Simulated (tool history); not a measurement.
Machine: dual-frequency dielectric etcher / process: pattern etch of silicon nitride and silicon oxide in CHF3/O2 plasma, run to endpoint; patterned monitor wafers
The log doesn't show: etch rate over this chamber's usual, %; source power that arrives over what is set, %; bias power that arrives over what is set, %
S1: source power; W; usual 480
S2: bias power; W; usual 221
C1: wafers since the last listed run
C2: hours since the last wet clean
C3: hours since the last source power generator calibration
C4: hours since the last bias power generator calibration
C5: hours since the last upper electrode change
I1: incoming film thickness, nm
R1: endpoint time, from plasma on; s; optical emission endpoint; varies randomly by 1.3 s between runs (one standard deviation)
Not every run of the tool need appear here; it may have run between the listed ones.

| run | hour | S1 | S2 | C1 | C2 | C3 | C4 | C5 | I1 | R1 |
|---|---|---|---|---|---|---|---|---|---|---|
| 1 | 0 | 480 | 221 | 0 | 19.1 | 3612.4 | 1787.3 | 1921 | 328.1 | 210.3 |
| 2 | 80.6 | 560 | 221 | 570 | 99.7 | 3693 | 1867.9 | 2001.6 | 322.5 | 194.2 |
| 3 | 337.8 | 560 | 221 | 1819 | 356.9 | 3950.2 | 2125.1 | 2258.8 | 327.4 | 197.1 |
| 4 | 380.3 | 560 | 221 | 300 | 399.4 | 3992.7 | 2167.6 | 2301.3 | 321.7 | 195.9 |
|  | 421.7 | wet clean of the chamber |
| 5 | 473.4 | 480 | 221 | 488 | 51.7 | 4085.8 | 2260.7 | 2394.4 | 324.4 | 210.1 |
| 6 | 538.3 | 480 | 221 | 459 | 116.6 | 4150.7 | 2325.6 | 2459.3 | 323.7 | 208.1 |
| 7 | 590.6 | 520 | 262 | 369 | 168.9 | 4203 | 2377.9 | 2511.6 | 321.9 | 187.8 |
| 8 | 676.7 | 520 | 262 | 609 | 255 | 4289.1 | 2464 | 2597.7 | 322.6 | 192.1 |
| 9 | 736.3 | 520 | 262 | 421 | 314.6 | 4348.7 | 2523.6 | 2657.3 | 325.6 | 190.9 |
| 10 | 810.9 | 550 | 199 | 527 | 389.2 | 4423.3 | 2598.2 | 2731.9 | 323.2 | 204 |
|  | 874.9 | wet clean of the chamber |
| 11 | 880.9 | 480 | 221 | 325 | 6 | 4493.3 | 2668.2 | 2801.9 | 323.6 | 207.4 |
| 12 | 970.7 | 480 | 221 | 635 | 95.8 | 4583.1 | 2758 | 2891.7 | 325.5 | 209.9 |
|  | 1000.7 | source power generator calibrated |
| 13 | 1006.8 | 480 | 221 | 227 | 131.9 | 6.1 | 2794.1 | 2927.8 | 323.9 | 208.9 |
| 14 | 1068.4 | 540 | 242 | 435 | 193.5 | 67.7 | 2855.7 | 2989.4 | 324 | 190.7 |
| 15 | 1165.9 | 590 | 166 | 689 | 291 | 165.2 | 2953.2 | 3086.9 | 325.3 | 210.9 |
| 16 | 1263.7 | 390 | 190 | 691 | 388.8 | 263 | 3051 | 3184.7 | 322.8 | 252.5 |
|  | 1335.7 | wet clean of the chamber |
| 17 | 1336.2 | 560 | 221 | 343 | 0.5 | 335.5 | 3123.5 | 3257.2 | 327.6 | 195.5 |

Run 18, settings as shown, results not yet in. Your forecast:
| 18 | 1372 | 480 | 221 | 253 | 36.3 | 371.3 | 3159.3 | 3293 | 325.8 | ? |

{"run 18": {"R1": 211.1}}
Without the tool's hidden state the same run would have given R1 209.1 s.
